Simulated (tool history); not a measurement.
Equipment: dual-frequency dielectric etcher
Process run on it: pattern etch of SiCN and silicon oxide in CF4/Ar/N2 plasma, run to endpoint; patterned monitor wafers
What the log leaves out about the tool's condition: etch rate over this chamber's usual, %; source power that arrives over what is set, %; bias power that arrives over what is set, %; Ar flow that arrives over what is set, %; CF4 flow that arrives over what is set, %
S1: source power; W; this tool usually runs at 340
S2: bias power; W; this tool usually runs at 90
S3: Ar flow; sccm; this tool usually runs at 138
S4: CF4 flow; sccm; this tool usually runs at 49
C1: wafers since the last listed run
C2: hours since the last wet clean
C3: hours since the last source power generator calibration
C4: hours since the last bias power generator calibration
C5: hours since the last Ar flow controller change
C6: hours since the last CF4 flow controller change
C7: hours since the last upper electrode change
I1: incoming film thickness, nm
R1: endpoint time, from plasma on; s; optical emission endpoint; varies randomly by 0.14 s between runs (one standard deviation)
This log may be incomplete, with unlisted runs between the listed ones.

run	hour	S1	S2	S3	S4	C1	C2	C3	C4	C5	C6	C7	I1	R1
1	0.0	340	90	138	49	0	212.2	3474.0	4185.7	1769.8	4504.3	2203.6	14.55	22.5
2	26.2	340	90	138	49	395	238.4	3500.2	4211.9	1796.0	4530.5	2229.8	14.61	22.4
3	42.2	280	90	138	52	241	254.4	3516.2	4227.9	1812.0	4546.5	2245.8	14.42	24.7
4	61.8	280	90	138	52	295	274.0	3535.8	4247.5	1831.6	4566.1	2265.4	14.51	24.8
5	91.1	340	84	161	49	442	303.3	3565.1	4276.8	1860.9	4595.4	2294.7	14.61	23.8
6	121.4	340	84	161	49	457	333.6	3595.4	4307.1	1891.2	4625.7	2325.0	14.47	23.4
7	137.0	340	90	155	49	235	349.2	3611.0	4322.7	1906.8	4641.3	2340.6	14.46	23.1
8	162.0	340	90	155	49	377	374.2	3636.0	4347.7	1931.8	4666.3	2365.6	14.39	22.7
9	186.8	390	90	138	49	374	399.0	3660.8	4372.5	1956.6	4691.1	2390.4	14.53	20.9
10	205.8	390	90	138	49	286	418.0	3679.8	4391.5	1975.6	4710.1	2409.4	14.43	20.8
# hour 218.2: bias power generator calibrated
11	226.1	340	102	138	43	245	438.3	3700.1	7.9	1995.9	4730.4	2429.7	14.47	22.1
12	252.7	280	77	119	49	401	464.9	3726.7	34.5	2022.5	4757.0	2456.3	14.36	26.3
# hour 299.3: wet clean of the chamber
13	299.8	290	73	149	49	348	0.5	3773.8	81.6	2069.6	4804.1	2503.4	14.59	26.1
# hour 313.0: Ar flow controller replaced
# hour 314.3: CF4 flow controller replaced
# hour 329.1: upper electrode replaced
14	329.6	280	90	138	49	115	30.3	3803.6	111.4	16.6	15.3	0.5	14.46	24.2
15	342.5	400	102	148	49	194	43.2	3816.5	124.3	29.5	28.2	13.4	14.48	19.1
16	366.5	340	90	155	49	362	67.2	3840.5	148.3	53.5	52.2	37.4	14.51	22.2
# hour 374.1: source power generator calibrated
17	383.0	390	111	138	38	188	83.7	8.9	164.8	70.0	68.7	53.9	14.50	19.6
18	398.7	400	109	162	59	236	99.4	24.6	180.5	85.7	84.4	69.6	14.47	18.5
19	411.6	340	90	138	49	194	112.3	37.5	193.4	98.6	97.3	82.5	14.46	21.8
20	437.8	290	90	138	59	395	138.5	63.7	219.6	124.8	123.5	108.7	14.58	23.5
21	467.7	340	90	138	39	451	168.4	93.6	249.5	154.7	153.4	138.6	14.46	22.8
22	492.9	340	90	138	49	380	193.6	118.8	274.7	179.9	178.6	163.8	14.46	22.0
23	505.8	340	75	138	49	194	206.5	131.7	287.6	192.8	191.5	176.7	14.65	23.6
24	535.2	360	69	109	49	443	235.9	161.1	317.0	222.2	220.9	206.1	14.34	22.4

4 options for the next run, each taken on its own from the tool as it stands now. Forecast them:
A	535.6	340	90	138	49	6	236.3	161.5	317.4	222.6	221.3	206.5	14.55	?
B	535.6	340	105	110	38	6	236.3	161.5	317.4	222.6	221.3	206.5	14.55	?
C	535.6	410	69	138	49	6	236.3	161.5	317.4	222.6	221.3	206.5	14.55	?
D	535.6	410	97	122	41	6	236.3	161.5	317.4	222.6	221.3	206.5	14.55	?

run	R1
A	22.4
B	21.3
C	22.0
D	19.7
Without the tool's hidden state the same runs would have given:
run	R1
A	22.0
B	20.9
C	21.6
D	19.3

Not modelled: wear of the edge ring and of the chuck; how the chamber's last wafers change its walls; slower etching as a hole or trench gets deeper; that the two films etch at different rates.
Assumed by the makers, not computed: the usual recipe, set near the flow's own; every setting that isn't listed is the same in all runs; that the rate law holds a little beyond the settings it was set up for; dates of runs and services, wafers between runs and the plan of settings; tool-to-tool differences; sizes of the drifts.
